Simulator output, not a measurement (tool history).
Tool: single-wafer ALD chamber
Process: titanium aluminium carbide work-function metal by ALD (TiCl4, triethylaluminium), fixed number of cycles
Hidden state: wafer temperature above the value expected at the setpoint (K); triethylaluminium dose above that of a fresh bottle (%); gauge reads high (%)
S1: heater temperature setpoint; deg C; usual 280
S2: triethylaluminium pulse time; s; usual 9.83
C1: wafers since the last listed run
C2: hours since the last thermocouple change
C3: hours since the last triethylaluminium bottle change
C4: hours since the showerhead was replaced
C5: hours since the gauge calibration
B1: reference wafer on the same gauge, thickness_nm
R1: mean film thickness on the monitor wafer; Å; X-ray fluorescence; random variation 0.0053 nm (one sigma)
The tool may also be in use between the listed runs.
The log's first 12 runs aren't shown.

{"run": 13, "hour": 304.2, "S1": 280, "S2": 9.83, "C1": 116, "C2": 1968.1, "C3": 187.7, "C4": 5949.6, "C5": 638.2, "B1": 1.628, "R1": 18.12}
{"run": 14, "hour": 335.2, "S1": 280, "S2": 6.21, "C1": 259, "C2": 1999.1, "C3": 218.7, "C4": 5980.6, "C5": 669.2, "B1": 1.628, "R1": 16.29}
{"run": 15, "hour": 379.1, "S1": 267, "S2": 7.65, "C1": 367, "C2": 2043.0, "C3": 262.6, "C4": 6024.5, "C5": 713.1, "B1": 1.626, "R1": 16.34}
{"hour": 391.7, "done": "showerhead replaced"}
{"run": 16, "hour": 397.1, "S1": 272, "S2": 8.07, "C1": 83, "C2": 2061.0, "C3": 280.6, "C4": 5.4, "C5": 731.1, "B1": 1.626, "R1": 16.92}
{"run": 17, "hour": 415.1, "S1": 266, "S2": 6.8, "C1": 150, "C2": 2079.0, "C3": 298.6, "C4": 23.4, "C5": 749.1, "B1": 1.626, "R1": 15.77}
{"run": 18, "hour": 432.1, "S1": 293, "S2": 6.1, "C1": 142, "C2": 2096.0, "C3": 315.6, "C4": 40.4, "C5": 766.1, "B1": 1.627, "R1": 17.0}
{"hour": 447.2, "done": "gauge calibrated"}
{"run": 19, "hour": 453.1, "S1": 280, "S2": 7.86, "C1": 176, "C2": 2117.0, "C3": 336.6, "C4": 61.4, "C5": 5.9, "B1": 1.675, "R1": 17.96}
{"run": 20, "hour": 488.5, "S1": 287, "S2": 7.56, "C1": 296, "C2": 2152.4, "C3": 372.0, "C4": 96.8, "C5": 41.3, "B1": 1.668, "R1": 18.27}
{"run": 21, "hour": 521.8, "S1": 266, "S2": 12.53, "C1": 279, "C2": 2185.7, "C3": 405.3, "C4": 130.1, "C5": 74.6, "B1": 1.666, "R1": 17.79}
{"run": 22, "hour": 540.1, "S1": 269, "S2": 9.83, "C1": 153, "C2": 2204.0, "C3": 423.6, "C4": 148.4, "C5": 92.9, "B1": 1.664, "R1": 17.64}
{"hour": 558.8, "done": "thermocouple changed; heater temperature recalibrated"}
{"run": 23, "hour": 559.3, "S1": 284, "S2": 7.28, "C1": 93, "C2": 0.5, "C3": 442.8, "C4": 167.6, "C5": 112.1, "B1": 1.661, "R1": 17.65}
{"run": 24, "hour": 576.2, "S1": 270, "S2": 9.83, "C1": 141, "C2": 17.4, "C3": 459.7, "C4": 184.5, "C5": 129.0, "B1": 1.658, "R1": 17.68}
{"run": 25, "hour": 603.5, "S1": 280, "S2": 6.78, "C1": 228, "C2": 44.7, "C3": 487.0, "C4": 211.8, "C5": 156.3, "B1": 1.656, "R1": 17.0}
{"run": 26, "hour": 627.7, "S1": 280, "S2": 9.83, "C1": 202, "C2": 68.9, "C3": 511.2, "C4": 236.0, "C5": 180.5, "B1": 1.655, "R1": 18.35}
{"run": 27, "hour": 651.0, "S1": 280, "S2": 9.83, "C1": 195, "C2": 92.2, "C3": 534.5, "C4": 259.3, "C5": 203.8, "B1": 1.652, "R1": 18.41}
{"run": 28, "hour": 665.4, "S1": 280, "S2": 9.83, "C1": 120, "C2": 106.6, "C3": 548.9, "C4": 273.7, "C5": 218.2, "B1": 1.65, "R1": 18.39}
{"run": 29, "hour": 682.3, "S1": 290, "S2": 7.86, "C1": 141, "C2": 123.5, "C3": 565.8, "C4": 290.6, "C5": 235.1, "B1": 1.65, "R1": 18.34}
{"run": 30, "hour": 703.3, "S1": 280, "S2": 9.83, "C1": 176, "C2": 144.5, "C3": 586.8, "C4": 311.6, "C5": 256.1, "B1": 1.648, "R1": 18.32}
{"run": 31, "hour": 729.6, "S1": 286, "S2": 11.78, "C1": 220, "C2": 170.8, "C3": 613.1, "C4": 337.9, "C5": 282.4, "B1": 1.648, "R1": 19.06}
{"run": 32, "hour": 824.0, "S1": 280, "S2": 9.83, "C1": 791, "C2": 265.2, "C3": 707.5, "C4": 432.3, "C5": 376.8, "B1": 1.641, "R1": 18.2}
{"run": 33, "hour": 841.2, "S1": 275, "S2": 12.23, "C1": 144, "C2": 282.4, "C3": 724.7, "C4": 449.5, "C5": 394.0, "B1": 1.641, "R1": 18.19}

Forecast each of these 4 alternatives for the next run:
{"run": "A", "hour": 841.6, "S1": 280, "S2": 9.83, "C1": 3, "C2": 282.8, "C3": 725.1, "C4": 449.9, "C5": 394.4, "B1": "?", "R1": "?"}
{"run": "B", "hour": 841.6, "S1": 265, "S2": 8.08, "C1": 3, "C2": 282.8, "C3": 725.1, "C4": 449.9, "C5": 394.4, "B1": "?", "R1": "?"}
{"run": "C", "hour": 841.6, "S1": 275, "S2": 11.38, "C1": 3, "C2": 282.8, "C3": 725.1, "C4": 449.9, "C5": 394.4, "B1": "?", "R1": "?"}
{"run": "D", "hour": 841.6, "S1": 295, "S2": 8.69, "C1": 3, "C2": 282.8, "C3": 725.1, "C4": 449.9, "C5": 394.4, "B1": "?", "R1": "?"}

run=A B1=1.639 R1=18.21
run=B B1=1.639 R1=16.54
run=C B1=1.639 R1=18.11
run=D B1=1.639 R1=18.98
Without the tool's hidden state the same runs would have given:
run=A R1=18.54
run=B R1=16.84
run=C R1=18.44
run=D R1=19.32
